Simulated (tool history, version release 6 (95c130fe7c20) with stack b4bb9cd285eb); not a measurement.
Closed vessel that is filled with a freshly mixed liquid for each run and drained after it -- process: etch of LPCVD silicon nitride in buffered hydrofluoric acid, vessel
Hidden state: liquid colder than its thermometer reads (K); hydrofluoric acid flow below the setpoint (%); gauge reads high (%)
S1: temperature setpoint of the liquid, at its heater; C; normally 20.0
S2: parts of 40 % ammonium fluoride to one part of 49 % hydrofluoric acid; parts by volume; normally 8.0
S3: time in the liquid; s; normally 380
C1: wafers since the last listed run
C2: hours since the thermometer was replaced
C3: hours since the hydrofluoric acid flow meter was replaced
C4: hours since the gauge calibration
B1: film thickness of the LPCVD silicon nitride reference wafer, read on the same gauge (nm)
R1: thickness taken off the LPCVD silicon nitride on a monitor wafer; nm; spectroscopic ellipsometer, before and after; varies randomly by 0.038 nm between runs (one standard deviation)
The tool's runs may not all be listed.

run	hour	S1	S2	S3	C1	C2	C3	C4	B1	R1
1	0.0	20.0	8.0	305	0	113.8	944.8	606.5	150.02	4.65
2	24.2	19.0	8.0	380	1766	138.0	969.0	630.7	150.04	5.51
3	66.8	20.0	8.0	490	3109	180.6	1011.6	673.3	150.01	7.46
# hour 84.4: hydrofluoric acid flow meter replaced
4	136.3	20.0	8.0	490	4999	250.1	51.9	742.8	149.98	7.55
5	169.2	20.0	8.0	290	2401	283.0	84.8	775.7	150.04	4.39
6	195.1	20.0	8.0	290	1890	308.9	110.7	801.6	149.98	4.44
7	254.9	20.0	8.0	290	4364	368.7	170.5	861.4	149.95	4.32
8	300.5	20.0	7.5	380	3328	414.3	216.1	907.0	149.97	6.05
9	370.0	20.0	7.5	380	5072	483.8	285.6	976.5	149.96	6.09
10	411.1	20.0	7.5	380	2999	524.9	326.7	1017.6	150.07	6.11
11	477.3	22.0	9.0	380	4832	591.1	392.9	1083.8	150.00	5.50
12	512.7	22.0	9.0	380	2583	626.5	428.3	1119.2	150.04	5.52
# hour 626.3: thermometer replaced
13	682.1	20.0	8.0	380	12291	55.8	597.7	1288.6	150.02	5.86
14	740.5	20.0	8.0	380	4262	114.2	656.1	1347.0	150.02	5.84
15	767.0	20.0	5.5	380	1934	140.7	682.6	1373.5	150.04	8.24
16	822.6	20.0	5.5	380	4058	196.3	738.2	1429.1	149.96	8.20
17	883.5	20.0	9.0	445	4445	257.2	799.1	1490.0	149.97	5.91
18	928.8	20.0	5.5	315	3306	302.5	844.4	1535.3	150.01	6.73
# hour 934.3: hydrofluoric acid flow meter replaced
19	961.1	17.5	10.0	170	2284	334.8	26.8	1567.6	150.05	1.84
20	991.2	22.0	5.5	485	2197	364.9	56.9	1597.7	149.97	11.67
21	1041.5	20.0	6.0	525	3671	415.2	107.2	1648.0	149.99	10.39
# hour 1043.9: gauge calibrated
22	1103.7	20.0	8.0	380	4540	477.4	169.4	59.8	149.98	5.67
23	1148.1	24.0	6.0	590	3240	521.8	213.8	104.2	150.01	14.56
24	1184.6	20.0	8.0	380	2664	558.3	250.3	140.7	150.04	5.73
25	1374.0	22.0	10.0	380	13824	747.7	439.7	330.1	150.05	5.16
26	1405.0	22.0	5.5	535	2262	778.7	470.7	361.1	150.01	12.50
# hour 1430.2: thermometer replaced
27	1460.4	24.5	11.0	210	3970	30.2	526.1	416.5	149.98	3.12
28	1511.8	20.0	8.0	380	3751	81.6	577.5	467.9	149.98	5.81
29	1559.5	20.0	8.0	380	3481	129.3	625.2	515.6	149.96	5.83
30	1604.8	20.0	7.5	380	3306	174.6	670.5	560.9	150.00	6.23
31	1692.9	20.0	9.5	380	6430	262.7	758.6	649.0	150.03	4.91
32	1751.1	20.0	8.0	210	4248	320.9	816.8	707.2	150.06	3.21
33	1801.9	24.5	10.0	205	3707	371.7	867.6	758.0	150.02	3.24

Branching from run 33: 3 alternative next runs. What would each branch give?
A	1802.7	20.0	8.0	380	58	372.5	868.4	758.8	?	?
B	1802.7	20.0	8.0	310	58	372.5	868.4	758.8	?	?
C	1802.7	17.0	8.0	290	58	372.5	868.4	758.8	?	?

run	B1	R1
A	150.00	5.75
B	150.00	4.69
C	150.00	3.70
Stripped of hidden state, with their random variation kept, the same runs would have yielded:
run	R1
A	5.88
B	4.79
C	3.79
